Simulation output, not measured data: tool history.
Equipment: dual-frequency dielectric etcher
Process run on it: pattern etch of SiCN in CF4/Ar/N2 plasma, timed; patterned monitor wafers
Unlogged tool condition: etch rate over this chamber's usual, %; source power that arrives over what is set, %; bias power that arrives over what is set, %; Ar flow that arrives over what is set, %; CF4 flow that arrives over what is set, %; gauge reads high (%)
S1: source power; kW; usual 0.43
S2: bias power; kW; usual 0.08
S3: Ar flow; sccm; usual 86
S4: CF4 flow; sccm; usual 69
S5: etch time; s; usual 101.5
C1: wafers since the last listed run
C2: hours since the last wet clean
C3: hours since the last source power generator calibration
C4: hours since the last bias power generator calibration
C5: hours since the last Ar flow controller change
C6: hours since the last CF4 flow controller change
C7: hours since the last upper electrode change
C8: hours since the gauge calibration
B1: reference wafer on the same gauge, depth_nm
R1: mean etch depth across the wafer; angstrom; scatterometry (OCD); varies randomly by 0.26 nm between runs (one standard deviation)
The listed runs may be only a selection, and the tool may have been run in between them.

{"run": 1, "hour": 0.0, "S1": 0.5, "S2": 0.095, "S3": 86, "S4": 69, "S5": 101.5, "C1": 0, "C2": 0.5, "C3": 220.2, "C4": 474.3, "C5": 2106.6, "C6": 3084.2, "C7": 557.5, "C8": 2933.1, "B1": 78.1, "R1": 1081}
{"run": 2, "hour": 42.7, "S1": 0.43, "S2": 0.093, "S3": 73, "S4": 69, "S5": 101.5, "C1": 594, "C2": 43.2, "C3": 262.9, "C4": 517, "C5": 2149.3, "C6": 3126.9, "C7": 600.2, "C8": 2975.8, "B1": 78.1, "R1": 940}
{"run": 3, "hour": 115.7, "S1": 0.5, "S2": 0.08, "S3": 86, "S4": 69, "S5": 101.5, "C1": 1016, "C2": 116.2, "C3": 335.9, "C4": 590, "C5": 2222.3, "C6": 3199.9, "C7": 673.2, "C8": 3048.8, "B1": 78.1, "R1": 1013}
{"run": 4, "hour": 190.9, "S1": 0.43, "S2": 0.08, "S3": 96, "S4": 77, "S5": 101.5, "C1": 1047, "C2": 191.4, "C3": 411.1, "C4": 665.2, "C5": 2297.5, "C6": 3275.1, "C7": 748.4, "C8": 3124, "B1": 78.1, "R1": 861}
{"run": 5, "hour": 237.4, "S1": 0.43, "S2": 0.08, "S3": 86, "S4": 60, "S5": 101.5, "C1": 647, "C2": 237.9, "C3": 457.6, "C4": 711.7, "C5": 2344, "C6": 3321.6, "C7": 794.9, "C8": 3170.5, "B1": 78.2, "R1": 845}
{"run": 6, "hour": 288.2, "S1": 0.43, "S2": 0.08, "S3": 86, "S4": 54, "S5": 101.5, "C1": 707, "C2": 288.7, "C3": 508.4, "C4": 762.5, "C5": 2394.8, "C6": 3372.4, "C7": 845.7, "C8": 3221.3, "B1": 78.1, "R1": 830}
{"hour": 353.8, "done": "Ar flow controller replaced"}
{"run": 7, "hour": 354.3, "S1": 0.47, "S2": 0.08, "S3": 107, "S4": 69, "S5": 101.5, "C1": 836, "C2": 354.8, "C3": 574.5, "C4": 828.6, "C5": 0.5, "C6": 3438.5, "C7": 911.8, "C8": 3287.4, "B1": 78.1, "R1": 923}
{"hour": 405.3, "done": "CF4 flow controller replaced"}
{"run": 8, "hour": 407.8, "S1": 0.43, "S2": 0.08, "S3": 86, "S4": 81, "S5": 101.5, "C1": 661, "C2": 408.3, "C3": 628, "C4": 882.1, "C5": 54, "C6": 2.5, "C7": 965.3, "C8": 3340.9, "B1": 78.1, "R1": 886}
{"run": 9, "hour": 446.7, "S1": 0.47, "S2": 0.08, "S3": 86, "S4": 69, "S5": 101.5, "C1": 541, "C2": 447.2, "C3": 666.9, "C4": 921, "C5": 92.9, "C6": 41.4, "C7": 1004.2, "C8": 3379.8, "B1": 78, "R1": 946}
{"run": 10, "hour": 504.5, "S1": 0.37, "S2": 0.097, "S3": 105, "S4": 83, "S5": 101.5, "C1": 804, "C2": 505, "C3": 724.7, "C4": 978.8, "C5": 150.7, "C6": 99.2, "C7": 1062, "C8": 3437.6, "B1": 78.1, "R1": 793}
{"hour": 518.3, "done": "gauge calibrated"}
{"hour": 561.3, "done": "wet clean of the chamber"}
{"run": 11, "hour": 561.8, "S1": 0.43, "S2": 0.08, "S3": 86, "S4": 69, "S5": 101.5, "C1": 463, "C2": 0.5, "C3": 782, "C4": 1036.1, "C5": 208, "C6": 156.5, "C7": 1119.3, "C8": 43.5, "B1": 78.2, "R1": 858}
{"run": 12, "hour": 611.0, "S1": 0.43, "S2": 0.08, "S3": 86, "S4": 60, "S5": 101.5, "C1": 685, "C2": 49.7, "C3": 831.2, "C4": 1085.3, "C5": 257.2, "C6": 205.7, "C7": 1168.5, "C8": 92.7, "B1": 78.1, "R1": 841}
{"run": 13, "hour": 657.8, "S1": 0.51, "S2": 0.091, "S3": 96, "S4": 69, "S5": 101.5, "C1": 651, "C2": 96.5, "C3": 878, "C4": 1132.1, "C5": 304, "C6": 252.5, "C7": 1215.3, "C8": 139.5, "B1": 78.1, "R1": 1067}
{"run": 14, "hour": 712.9, "S1": 0.32, "S2": 0.071, "S3": 86, "S4": 69, "S5": 101.5, "C1": 767, "C2": 151.6, "C3": 933.1, "C4": 1187.2, "C5": 359.1, "C6": 307.6, "C7": 1270.4, "C8": 194.6, "B1": 78.1, "R1": 595}
{"run": 15, "hour": 751.9, "S1": 0.43, "S2": 0.08, "S3": 86, "S4": 69, "S5": 101.5, "C1": 543, "C2": 190.6, "C3": 972.1, "C4": 1226.2, "C5": 398.1, "C6": 346.6, "C7": 1309.4, "C8": 233.6, "B1": 78.1, "R1": 852}
{"run": 16, "hour": 816.2, "S1": 0.43, "S2": 0.08, "S3": 101, "S4": 69, "S5": 77.5, "C1": 895, "C2": 254.9, "C3": 1036.4, "C4": 1290.5, "C5": 462.4, "C6": 410.9, "C7": 1373.7, "C8": 297.9, "B1": 78.1, "R1": 641}
{"run": 17, "hour": 874.1, "S1": 0.43, "S2": 0.099, "S3": 79, "S4": 69, "S5": 126, "C1": 806, "C2": 312.8, "C3": 1094.3, "C4": 1348.4, "C5": 520.3, "C6": 468.8, "C7": 1431.6, "C8": 355.8, "B1": 78.2, "R1": 1165}
{"run": 18, "hour": 902.5, "S1": 0.43, "S2": 0.08, "S3": 86, "S4": 69, "S5": 101.5, "C1": 395, "C2": 341.2, "C3": 1122.7, "C4": 1376.8, "C5": 548.7, "C6": 497.2, "C7": 1460, "C8": 384.2, "B1": 78.1, "R1": 855}
{"run": 19, "hour": 951.7, "S1": 0.43, "S2": 0.08, "S3": 86, "S4": 60, "S5": 101.5, "C1": 685, "C2": 390.4, "C3": 1171.9, "C4": 1426, "C5": 597.9, "C6": 546.4, "C7": 1509.2, "C8": 433.4, "B1": 78, "R1": 840}
{"run": 20, "hour": 1018.9, "S1": 0.33, "S2": 0.08, "S3": 74, "S4": 69, "S5": 119.5, "C1": 935, "C2": 457.6, "C3": 1239.1, "C4": 1493.2, "C5": 665.1, "C6": 613.6, "C7": 1576.4, "C8": 500.6, "B1": 78.1, "R1": 768}
{"run": 21, "hour": 1078.9, "S1": 0.43, "S2": 0.08, "S3": 86, "S4": 69, "S5": 101.5, "C1": 835, "C2": 517.6, "C3": 1299.1, "C4": 1553.2, "C5": 725.1, "C6": 673.6, "C7": 1636.4, "C8": 560.6, "B1": 78.2, "R1": 857}
{"run": 22, "hour": 1145.0, "S1": 0.46, "S2": 0.087, "S3": 86, "S4": 63, "S5": 77.5, "C1": 920, "C2": 583.7, "C3": 1365.2, "C4": 1619.3, "C5": 791.2, "C6": 739.7, "C7": 1702.5, "C8": 626.7, "B1": 78.1, "R1": 714}

Give the tool's hidden conditions for every run:
etch rate over this chamber's usual, %: 0 at every run
bias power that arrives over what is set, %: 0 at every run
Ar flow that arrives over what is set, %: 0 at every run
CF4 flow that arrives over what is set, %: 0 at every run
gauge reads high (%): 0 at every run
H1: source power that arrives over what is set, %
run=1 H1=-0.144
run=2 H1=-0.22
run=3 H1=-0.345
run=4 H1=-0.469
run=5 H1=-0.542
run=6 H1=-0.619
run=7 H1=-0.717
run=8 H1=-0.792
run=9 H1=-0.846
run=10 H1=-0.923
run=11 H1=-0.996
run=12 H1=-1.06
run=13 H1=-1.11
run=14 H1=-1.18
run=15 H1=-1.22
run=16 H1=-1.29
run=17 H1=-1.35
run=18 H1=-1.38
run=19 H1=-1.43
run=20 H1=-1.5
run=21 H1=-1.55
run=22 H1=-1.61
